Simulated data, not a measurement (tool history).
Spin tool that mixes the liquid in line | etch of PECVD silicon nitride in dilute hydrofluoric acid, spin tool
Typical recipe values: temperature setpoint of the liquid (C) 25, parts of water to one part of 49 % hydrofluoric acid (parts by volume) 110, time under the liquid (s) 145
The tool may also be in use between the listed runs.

run     day  temperature setpoint of the liquid (C)  parts of water to one part of 49 % hydrofluoric acid (parts by volume)  time under the liquid (s)  read-back film thickness of the PECVD silicon nitride reference wafer, read on the same gauge (nm)  thickness taken off the PECVD silicon nitride on a monitor wafer (Å)
  1       0                                      25                                                                     110                        145                                                                                                  90                                                                  72.4
  2   1.558                                      25                                                                      85                        145                                                                                                  90                                                                  92.2
      2.138  -- hydrofluoric acid flow meter replaced
  3   4.929                                      25                                                                      85                        145                                                                                               89.99                                                                    94
  4   6.742                                      25                                                                      85                        145                                                                                                  90                                                                  92.4
  5   7.871                                      25                                                                     110                        145                                                                                                  90                                                                  72.8
  6  16.838                                      25                                                                     110                        145                                                                                                  90                                                                  71.1
  7  19.054                                      25                                                                     110                        145                                                                                               89.98                                                                  70.6
  8  21.717                                      25                                                                     110                        145                                                                                                  90                                                                  71.1
  9  27.758                                      25                                                                     110                        145                                                                                               90.01                                                                  72.3
 10  30.396                                      25                                                                     110                        145                                                                                               90.01                                                                  71.2
 11  31.754                                      22                                                                     110                        145                                                                                               89.99                                                                  58.5
 12  32.929                                      25                                                                     110                        145                                                                                               89.99                                                                  71.4
     33.083  -- gauge calibrated
 13  35.229                                      25                                                                     110                        145                                                                                                  90                                                                  70.1
 14  36.704                                      25                                                                     110                        145                                                                                               90.02                                                                  71.8
     39.354  -- thermometer replaced
 15  41.129                                      25                                                                     140                         80                                                                                                  90                                                                  32.3
 16    42.8                                      25                                                                      70                        110                                                                                                  90                                                                  88.9
 17  45.583                                      25                                                                      90                        220                                                                                               89.99                                                                 138.6
 18  48.079                                      25                                                                     110                        125                                                                                                  90                                                                  63.6
 19  50.012                                      25                                                                     140                        145                                                                                                  90                                                                  59.1
 20  51.679                                    27.5                                                                      70                        145                                                                                               89.98                                                                 137.8
     51.842  -- hydrofluoric acid flow meter replaced
 21  53.038                                      25                                                                     110                         90                                                                                                  90                                                                  46.3
 22  55.788                                      25                                                                      65                        145                                                                                               90.01                                                                 124.1

The next listed run, before its measurement:
 23  59.929                                    20.5                                                                      95                        215                                                                                                   ?                                                                     ?

{"run 23": {"read-back film thickness of the PECVD silicon nitride reference wafer, read on the same gauge (nm)": 90, "thickness taken off the PECVD silicon nitride on a monitor wafer (Å)": 92.5}}
On a tool with no hidden condition, and with the same random variation, this run would have come out at thickness taken off the PECVD silicon nitride on a monitor wafer (Å) 94.3.
